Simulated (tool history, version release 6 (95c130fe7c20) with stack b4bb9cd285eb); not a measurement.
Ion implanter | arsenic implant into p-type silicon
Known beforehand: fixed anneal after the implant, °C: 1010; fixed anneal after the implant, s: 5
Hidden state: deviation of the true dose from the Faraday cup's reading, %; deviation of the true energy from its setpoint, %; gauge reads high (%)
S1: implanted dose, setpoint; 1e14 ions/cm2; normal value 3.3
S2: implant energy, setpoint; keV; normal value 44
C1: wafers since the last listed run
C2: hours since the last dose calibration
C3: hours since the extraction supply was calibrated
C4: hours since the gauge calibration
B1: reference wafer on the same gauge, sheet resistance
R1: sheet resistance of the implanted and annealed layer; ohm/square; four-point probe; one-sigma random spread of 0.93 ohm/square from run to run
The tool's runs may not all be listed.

Run 1, hour 0: usual settings but S2 51 keV; C1 0; C2 518.3; C3 1265.7; C4 198.3; B1 251.99. Result: R1 245.85 ohm/square.
Run 2, hour 61.5: usual settings; C1 859; C2 579.8; C3 1327.2; C4 259.8; B1 252.22. Result: R1 250.99 ohm/square.
Run 3, hour 125.9: usual settings; C1 899; C2 644.2; C3 1391.6; C4 324.2; B1 252.5. Result: R1 252.13 ohm/square.
Run 4, hour 160.4: usual settings; C1 481; C2 678.7; C3 1426.1; C4 358.7; B1 251.92. Result: R1 251.7 ohm/square.
Run 5, hour 231.7: usual settings; C1 996; C2 750; C3 1497.4; C4 430; B1 251.96. Result: R1 251.51 ohm/square.
Run 6, hour 274.2: usual settings; C1 593; C2 792.5; C3 1539.9; C4 472.5; B1 252.03. Result: R1 251.31 ohm/square.
Run 7, hour 346: usual settings; C1 1003; C2 864.3; C3 1611.7; C4 544.3; B1 252.42. Result: R1 251.99 ohm/square.
Run 8, hour 405.4: usual settings; C1 829; C2 923.7; C3 1671.1; C4 603.7; B1 252.05. Result: R1 253.02 ohm/square.
Run 9, hour 446.5: usual settings; C1 574; C2 964.8; C3 1712.2; C4 644.8; B1 251.9. Result: R1 253.05 ohm/square.
Run 10, hour 507.2: usual settings; C1 847; C2 1025.5; C3 1772.9; C4 705.5; B1 252.07. Result: R1 252.41 ohm/square.
Run 11, hour 566.2: usual settings but S1 3.69 1e14 ions/cm2; C1 824; C2 1084.5; C3 1831.9; C4 764.5; B1 251.73. Result: R1 232.51 ohm/square.
Run 12, hour 590.5: usual settings but S1 3.69 1e14 ions/cm2; C1 339; C2 1108.8; C3 1856.2; C4 788.8; B1 252. Result: R1 231.97 ohm/square.
Run 13, hour 651: usual settings but S1 3.69 1e14 ions/cm2; C1 845; C2 1169.3; C3 1916.7; C4 849.3; B1 252.3. Result: R1 232.74 ohm/square.
Run 14, hour 712.2: usual settings but S2 35 keV; C1 854; C2 1230.5; C3 1977.9; C4 910.5; B1 251.99. Result: R1 261.8 ohm/square.
Run 15, hour 744.2: usual settings but S1 3.78 1e14 ions/cm2, S2 48.5 keV; C1 447; C2 1262.5; C3 2009.9; C4 942.5; B1 251.97. Result: R1 226.88 ohm/square.
Run 16, hour 814.6: usual settings but S1 3.73 1e14 ions/cm2, S2 51.5 keV; C1 983; C2 1332.9; C3 2080.3; C4 1012.9; B1 252.26. Result: R1 228.74 ohm/square.
Run 17, hour 869.1: usual settings but S1 3.69 1e14 ions/cm2, S2 50.5 keV; C1 761; C2 1387.4; C3 2134.8; C4 1067.4; B1 252.37. Result: R1 229.33 ohm/square.
At hour 888: gauge calibrated.
Run 18, hour 911.5: usual settings but S1 2.82 1e14 ions/cm2, S2 58.5 keV; C1 592; C2 1429.8; C3 2177.2; C4 23.5; B1 251.99. Result: R1 275.57 ohm/square.
Run 19, hour 955: usual settings but S1 3.67 1e14 ions/cm2, S2 30 keV; C1 607; C2 1473.3; C3 2220.7; C4 67; B1 252.19. Result: R1 249.24 ohm/square.
At hour 986.7: extraction supply calibrated.
Run 20, hour 987.2: usual settings; C1 338; C2 1505.5; C3 0.5; C4 99.2; B1 251.96. Result: R1 254.67 ohm/square.
Run 21, hour 1018: usual settings but S1 3.71 1e14 ions/cm2, S2 37 keV; C1 430; C2 1536.3; C3 31.3; C4 130; B1 252.17. Result: R1 241.08 ohm/square.
Run 22, hour 1042.7: usual settings but S1 2.93 1e14 ions/cm2; C1 345; C2 1561; C3 56; C4 154.7; B1 251.96. Result: R1 279.44 ohm/square.
At hour 1051.6: Faraday cup replaced and dose calibrated.
Run 23, hour 1114: usual settings but S1 3.69 1e14 ions/cm2, S2 50.5 keV; C1 884; C2 62.4; C3 127.3; C4 226; B1 251.87. Result: R1 226.57 ohm/square.
Run 24, hour 1152.8: usual settings; C1 542; C2 101.2; C3 166.1; C4 264.8; B1 251.97. Result: R1 249.69 ohm/square.
Run 25, hour 1191.5: usual settings but S1 3.96 1e14 ions/cm2, S2 56 keV; C1 540; C2 139.9; C3 204.8; C4 303.5; B1 252. Result: R1 211.64 ohm/square.
Run 26, hour 1252.5: usual settings but S1 2.99 1e14 ions/cm2, S2 29.5 keV; C1 852; C2 200.9; C3 265.8; C4 364.5; B1 252. Result: R1 286.48 ohm/square.
Run 27, hour 1319.2: usual settings but S2 32 keV; C1 931; C2 267.6; C3 332.5; C4 431.2; B1 252.27. Result: R1 262.01 ohm/square.
Run 28, hour 1385.1: usual settings but S2 35.5 keV; C1 920; C2 333.5; C3 398.4; C4 497.1; B1 252.27. Result: R1 259.7 ohm/square.

Alternative continuations, all from the tool just after run 28; predict every row:
Run A, hour 1385.5: usual settings but S1 2.52 1e14 ions/cm2; C1 5; C2 333.9; C3 398.8; C4 497.5; B1 ?. Result: R1 ?.
Run B, hour 1385.5: usual settings but S1 2.46 1e14 ions/cm2, S2 58 keV; C1 5; C2 333.9; C3 398.8; C4 497.5; B1 ?. Result: R1 ?.
Run C, hour 1385.5: usual settings but S2 30.5 keV; C1 5; C2 333.9; C3 398.8; C4 497.5; B1 ?. Result: R1 ?.

run      B1      R1
  A  252.24  303.65
  B  252.24  295.36
  C  252.24  264.01
Without the tool's hidden state the same runs would have given:
run      R1
  A  302.45
  B   294.2
  C  262.94
